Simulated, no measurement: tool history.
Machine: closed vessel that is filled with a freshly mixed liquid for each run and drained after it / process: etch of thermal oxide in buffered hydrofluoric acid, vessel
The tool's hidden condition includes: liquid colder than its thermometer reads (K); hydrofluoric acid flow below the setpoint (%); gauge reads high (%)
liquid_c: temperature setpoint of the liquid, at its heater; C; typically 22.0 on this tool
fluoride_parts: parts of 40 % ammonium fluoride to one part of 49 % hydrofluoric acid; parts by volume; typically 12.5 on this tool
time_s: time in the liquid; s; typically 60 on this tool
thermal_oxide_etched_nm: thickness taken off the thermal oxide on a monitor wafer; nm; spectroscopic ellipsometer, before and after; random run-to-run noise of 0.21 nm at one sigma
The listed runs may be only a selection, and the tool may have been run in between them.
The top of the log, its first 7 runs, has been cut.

run,hour,liquid_c,fluoride_parts,time_s,wafers since the last listed run,hours since the thermometer was replaced,hours since the hydrofluoric acid flow meter was replaced,hours since the gauge calibration,"read-back film thickness of the thermal oxide reference wafer, read on the same gauge (nm)",thermal_oxide_etched_nm
# hour 635.8: thermometer replaced
# hour 683.1: hydrofluoric acid flow meter replaced
# hour 695.0: gauge calibrated
8,699.0,22.0,12.5,60,34366,63.2,15.9,4.0,90.00,52.65
9,751.3,22.0,12.5,60,6138,115.5,68.2,56.3,89.98,52.33
10,817.5,22.0,12.5,60,7770,181.7,134.4,122.5,89.98,52.65
11,869.9,22.0,12.5,60,6150,234.1,186.8,174.9,90.01,52.66
12,908.8,24.5,12.5,60,4565,273.0,225.7,213.8,90.01,60.61
13,989.1,22.0,12.5,60,9424,353.3,306.0,294.1,90.03,52.48
14,1057.4,20.0,16.0,45,8016,421.6,374.3,362.4,90.00,27.57
15,1108.1,22.0,12.5,60,5950,472.3,425.0,413.1,90.01,52.67
16,1189.7,19.0,12.5,80,9577,553.9,506.6,494.7,89.98,59.12
# hour 1273.8: thermometer replaced
17,1293.2,17.0,15.0,70,12030,19.4,610.1,598.2,90.01,38.46
18,1394.9,20.0,8.0,35,11936,121.1,711.8,699.9,89.96,40.93
19,1593.9,23.5,14.0,90,23357,320.1,910.8,898.9,89.97,75.72
# hour 1603.7: hydrofluoric acid flow meter replaced
20,1643.7,18.0,14.0,60,5727,369.9,40.0,948.7,90.03,37.60
21,1731.0,25.5,8.0,40,10246,457.2,127.3,1036.0,90.03,64.34
22,1770.2,20.0,11.0,85,4600,496.4,166.5,1075.2,90.00,75.59
# hour 1842.1: thermometer replaced
23,1858.0,25.5,12.5,60,10187,15.9,254.3,1163.0,90.00,63.41
24,1912.6,17.0,12.5,60,6408,70.5,308.9,1217.6,90.04,39.75
25,1974.4,22.0,12.5,60,7253,132.3,370.7,1279.4,89.99,52.68
26,2017.4,19.5,10.5,60,5047,175.3,413.7,1322.4,90.01,54.00
27,2107.1,22.0,12.5,60,10528,265.0,503.4,1412.1,90.02,52.30
28,2214.0,18.0,11.0,60,12547,371.9,610.3,1519.0,90.02,47.52
29,2284.4,19.0,15.5,60,8263,442.3,680.7,1589.4,90.01,35.68
30,2368.1,22.0,12.5,60,9824,526.0,764.4,1673.1,90.02,52.11
# hour 2422.6: hydrofluoric acid flow meter replaced
31,2462.4,25.0,8.0,45,10950,620.3,39.8,1767.4,90.02,70.71

Run 32 has not been measured yet. What should we expect?
# hour 2508.3: thermometer replaced
32,2524.0,22.0,12.5,60,7112,15.7,101.4,1829.0,?,?

Run 32 yielded read-back film thickness of the thermal oxide reference wafer, read on the same gauge (nm) 90.00, thermal_oxide_etched_nm 52.62 nm.
On a tool with no hidden condition, and with the same random variation, this run would have come out at thermal_oxide_etched_nm 52.86 nm.
